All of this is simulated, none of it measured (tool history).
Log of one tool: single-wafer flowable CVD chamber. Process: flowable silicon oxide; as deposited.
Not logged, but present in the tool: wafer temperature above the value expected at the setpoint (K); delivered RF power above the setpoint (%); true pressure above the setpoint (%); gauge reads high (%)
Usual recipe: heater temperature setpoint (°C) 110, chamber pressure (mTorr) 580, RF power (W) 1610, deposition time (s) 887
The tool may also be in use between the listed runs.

run	hour	heater temperature setpoint (°C)	chamber pressure (mTorr)	RF power (W)	deposition time (s)	wafers since the last listed run	hours since the last thermocouple change	hours since the last RF generator calibration	hours since the last manometer calibration	hours since the showerhead was replaced	hours since the gauge calibration	read-back reference wafer on the same gauge, thickness_nm	mean film thickness on the monitor wafer (nm)
1	0	110	580	1610	887	0	644.5	1311.7	678.2	3418.8	1228.7	206.941	224.584
2	29.5	110	580	1610	887	74	674	1341.2	707.7	3448.3	1258.2	207.032	223.035
3	84.2	116	580	1610	887	138	728.7	1395.9	762.4	3503	1312.9	206.956	180.938
4	137.6	116	580	1610	887	135	782.1	1449.3	815.8	3556.4	1366.3	206.961	181.107
# hour 160.1: showerhead replaced, of another model than before
5	162.7	116	580	1610	887	43	807.2	1474.4	840.9	2.6	1391.4	207.035	181.03
6	186.9	115	580	1610	887	61	831.4	1498.6	865.1	26.8	1415.6	206.965	186.544
7	232.7	115	580	1610	887	115	877.2	1544.4	910.9	72.6	1461.4	206.769	187.759
8	304.3	115	580	1610	887	181	948.8	1616	982.5	144.2	1533	207.008	186.969
9	338.3	101	580	1850	887	86	982.8	1650	1016.5	178.2	1567	207.157	330.426
10	402.8	110	580	1610	716	163	1047.3	1714.5	1081	242.7	1631.5	206.846	180.914
11	461.1	110	580	1610	785	147	1105.6	1772.8	1139.3	301	1689.8	207.153	197.854
12	525.7	106	446	1610	1053	163	1170.2	1837.4	1203.9	365.6	1754.4	206.746	272.112
# hour 563.3: thermocouple changed; heater temperature recalibrated
# hour 574.7: gauge calibrated
13	597.3	110	458	1610	887	160	34	1909	1275.5	437.2	22.6	207.028	198.52
14	651.8	116	580	1610	887	137	88.5	1963.5	1330	491.7	77.1	207.258	181.346
# hour 662.6: RF generator calibrated
15	719.1	110	580	1815	1013	150	155.8	56.5	1397.3	559	144.4	206.954	268.357
16	750.4	110	580	1610	887	79	187.1	87.8	1428.6	590.3	175.7	206.825	224.396
17	819.9	110	580	1500	739	175	256.6	157.3	1498.1	659.8	245.2	207.046	181.478
18	866.5	110	580	1775	887	117	303.2	203.9	1544.7	706.4	291.8	206.925	232.318

The next listed run, before its measurement:
19	898.4	106	580	1795	887	80	335.1	235.8	1576.6	738.3	323.7	?	?

read-back reference wafer on the same gauge, thickness_nm: 206.813
mean film thickness on the monitor wafer (nm): 272.497
If the tool had no hidden condition, the same run with the same run-to-run variation would have returned mean film thickness on the monitor wafer (nm) 269.842.

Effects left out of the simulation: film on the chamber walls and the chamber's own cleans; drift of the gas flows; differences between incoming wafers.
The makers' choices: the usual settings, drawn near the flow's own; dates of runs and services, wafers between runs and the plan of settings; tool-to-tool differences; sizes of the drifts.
